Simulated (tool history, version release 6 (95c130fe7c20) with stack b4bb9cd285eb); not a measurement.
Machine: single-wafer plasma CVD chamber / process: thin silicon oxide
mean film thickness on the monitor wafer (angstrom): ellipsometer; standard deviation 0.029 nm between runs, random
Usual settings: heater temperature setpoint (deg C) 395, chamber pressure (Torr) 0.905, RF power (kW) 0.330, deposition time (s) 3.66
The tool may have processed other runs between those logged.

run	hour	heater temperature setpoint (deg C)	chamber pressure (Torr)	RF power (kW)	deposition time (s)	wafers since the last listed run	hours since the last thermocouple change	hours since the last RF generator calibration	hours since the last manometer calibration	hours since the showerhead was replaced	hours since the gauge calibration	read-back reference wafer on the same gauge, thickness_nm	mean film thickness on the monitor wafer (angstrom)
1	0.0	383	0.905	0.330	3.66	0	1594.1	988.4	2069.9	2572.9	172.0	7.705	72.27
2	15.0	395	0.905	0.330	3.66	549	1609.1	1003.4	2084.9	2587.9	187.0	7.700	71.39
3	57.3	395	0.905	0.330	3.66	1549	1651.4	1045.7	2127.2	2630.2	229.3	7.702	71.32
4	88.3	395	0.905	0.330	3.66	1135	1682.4	1076.7	2158.2	2661.2	260.3	7.706	71.23
5	103.1	395	0.905	0.375	3.66	541	1697.2	1091.5	2173.0	2676.0	275.1	7.701	73.75
6	138.2	395	0.905	0.330	3.66	1285	1732.3	1126.6	2208.1	2711.1	310.2	7.709	71.11
# hour 146.4: gauge calibrated
7	171.2	395	0.905	0.330	3.66	1208	1765.3	1159.6	2241.1	2744.1	24.8	7.691	70.33
8	187.6	395	0.905	0.330	3.66	600	1781.7	1176.0	2257.5	2760.5	41.2	7.701	70.11
# hour 204.2: showerhead replaced
9	218.5	395	0.905	0.330	3.66	838	1812.6	1206.9	2288.4	14.3	72.1	7.701	70.39
10	242.5	395	0.905	0.330	3.66	878	1836.6	1230.9	2312.4	38.3	96.1	7.696	70.56
# hour 267.3: RF generator calibrated
11	267.8	395	0.905	0.360	4.13	633	1861.9	0.5	2337.7	63.6	121.4	7.692	81.17
12	291.8	395	0.836	0.330	4.27	878	1885.9	24.5	2361.7	87.6	145.4	7.703	74.90
# hour 306.0: capacitance manometer re-zeroed and calibrated
13	326.8	386	0.905	0.285	3.40	988	1920.9	59.5	20.8	122.6	180.4	7.708	67.82
# hour 350.2: thermocouple changed; heater temperature recalibrated
# hour 408.4: gauge calibrated
14	409.0	395	1.032	0.305	3.66	2717	58.8	141.7	103.0	204.8	0.6	7.698	82.78
15	460.5	409	0.787	0.345	4.00	1885	110.3	193.2	154.5	256.3	52.1	7.705	72.79
16	477.6	386	0.905	0.285	3.40	626	127.4	210.3	171.6	273.4	69.2	7.702	68.41
17	512.5	395	0.905	0.330	3.66	1278	162.3	245.2	206.5	308.3	104.1	7.691	76.02
18	546.8	388	0.832	0.370	3.37	1256	196.6	279.5	240.8	342.6	138.4	7.703	67.13
19	561.7	395	1.114	0.330	3.66	545	211.5	294.4	255.7	357.5	153.3	7.696	89.89

Here are 3 independent what-if runs from the current tool condition. What would each one return?
A	562.1	395	0.905	0.330	3.66	14	211.9	294.8	256.1	357.9	153.7	?	?
B	562.1	389	0.905	0.330	3.46	14	211.9	294.8	256.1	357.9	153.7	?	?
C	562.1	402	0.905	0.390	3.06	14	211.9	294.8	256.1	357.9	153.7	?	?

run	read-back reference wafer on the same gauge, thickness_nm	mean film thickness on the monitor wafer (angstrom)
A	7.707	76.26
B	7.707	72.43
C	7.707	66.54
Without the tool's unlogged condition, the same runs would have read:
run	mean film thickness on the monitor wafer (angstrom)
A	76.41
B	72.57
C	66.67
